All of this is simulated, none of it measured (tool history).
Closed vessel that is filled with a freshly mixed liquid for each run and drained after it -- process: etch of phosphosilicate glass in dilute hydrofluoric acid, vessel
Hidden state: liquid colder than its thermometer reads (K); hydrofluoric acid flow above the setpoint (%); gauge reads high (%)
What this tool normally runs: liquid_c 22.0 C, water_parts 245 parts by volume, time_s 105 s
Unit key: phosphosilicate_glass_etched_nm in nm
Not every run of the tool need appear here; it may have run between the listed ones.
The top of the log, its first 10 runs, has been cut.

| run | day | liquid_c | water_parts | time_s | wafers since the last listed run | hours since the thermometer was replaced | hours since the hydrofluoric acid flow meter was replaced | hours since the gauge calibration | read-back film thickness of the phosphosilicate glass reference wafer, read on the same gauge (nm) | phosphosilicate_glass_etched_nm |
|---|---|---|---|---|---|---|---|---|---|---|
| 11 | 27.062 | 22.0 | 340 | 105 | 5149 | 875.9 | 126.4 | 1622.8 | 90.00 | 17.47 |
| 12 | 29.192 | 22.0 | 340 | 105 | 4863 | 927.0 | 177.5 | 1673.9 | 89.98 | 17.54 |
| 13 | 31.408 | 22.0 | 245 | 105 | 5063 | 980.2 | 230.7 | 1727.1 | 90.00 | 25.98 |
|  | 37.883 | thermometer replaced |
| 14 | 39.033 | 22.0 | 245 | 105 | 17323 | 27.6 | 413.7 | 1910.1 | 89.98 | 27.75 |
| 15 | 41.683 | 22.0 | 310 | 125 | 6053 | 91.2 | 477.3 | 1973.7 | 90.00 | 24.48 |
| 16 | 42.700 | 22.0 | 150 | 125 | 2322 | 115.6 | 501.7 | 1998.1 | 89.99 | 59.27 |
| 17 | 44.275 | 22.0 | 245 | 105 | 3597 | 153.4 | 539.5 | 2035.9 | 89.97 | 27.79 |
| 18 | 45.738 | 22.0 | 245 | 75 | 3340 | 188.5 | 574.6 | 2071.0 | 90.03 | 19.93 |
|  | 47.621 | hydrofluoric acid flow meter replaced |
| 19 | 47.642 | 24.5 | 160 | 155 | 4254 | 234.2 | 0.5 | 2116.7 | 90.01 | 74.01 |
| 20 | 48.950 | 22.0 | 245 | 105 | 2988 | 265.6 | 31.9 | 2148.1 | 89.97 | 27.26 |
|  | 48.962 | gauge calibrated |
| 21 | 51.588 | 19.0 | 245 | 90 | 6025 | 328.9 | 95.2 | 63.0 | 89.99 | 20.76 |
| 22 | 52.629 | 25.0 | 355 | 160 | 2379 | 353.9 | 120.2 | 88.0 | 90.02 | 28.47 |
| 23 | 54.208 | 22.0 | 245 | 105 | 3607 | 391.8 | 158.1 | 125.9 | 90.00 | 26.69 |
| 24 | 59.571 | 22.0 | 245 | 105 | 12249 | 520.5 | 286.8 | 254.6 | 89.96 | 27.03 |
| 25 | 61.721 | 22.0 | 245 | 105 | 4911 | 572.1 | 338.4 | 306.2 | 90.03 | 26.68 |
| 26 | 64.617 | 22.0 | 290 | 75 | 6615 | 641.6 | 407.9 | 375.7 | 90.02 | 15.54 |
| 27 | 66.017 | 22.0 | 245 | 105 | 3198 | 675.2 | 441.5 | 409.3 | 90.01 | 26.87 |
| 28 | 68.258 | 24.0 | 195 | 80 | 5120 | 729.0 | 495.3 | 463.1 | 90.00 | 28.70 |
| 29 | 69.988 | 19.5 | 245 | 160 | 3950 | 770.5 | 536.8 | 504.6 | 89.99 | 36.92 |
| 30 | 71.221 | 19.0 | 345 | 105 | 2817 | 800.1 | 566.4 | 534.2 | 90.00 | 15.54 |
|  | 72.946 | hydrofluoric acid flow meter replaced |
| 31 | 73.354 | 20.5 | 340 | 65 | 4778 | 851.3 | 9.8 | 585.4 | 89.99 | 10.19 |
| 32 | 75.062 | 22.0 | 190 | 80 | 3902 | 892.3 | 50.8 | 626.4 | 90.00 | 27.21 |
| 33 | 76.917 | 22.0 | 245 | 105 | 4235 | 936.8 | 95.3 | 670.9 | 90.01 | 26.51 |

What if the next run were any one of these 3? Each begins from the tool's condition after run 33:
| A | 76.946 | 22.0 | 245 | 130 | 66 | 937.5 | 96.0 | 671.6 | ? | ? |
| B | 76.946 | 25.5 | 300 | 165 | 66 | 937.5 | 96.0 | 671.6 | ? | ? |
| C | 76.946 | 25.0 | 190 | 105 | 66 | 937.5 | 96.0 | 671.6 | ? | ? |

| run | read-back film thickness of the phosphosilicate glass reference wafer, read on the same gauge (nm) | phosphosilicate_glass_etched_nm |
|---|---|---|
| A | 90.04 | 32.40 |
| B | 90.04 | 36.17 |
| C | 90.04 | 39.90 |
What these runs would have given with no unlogged condition in the tool:
| run | phosphosilicate_glass_etched_nm |
|---|---|
| A | 34.61 |
| B | 38.46 |
| C | 42.63 |
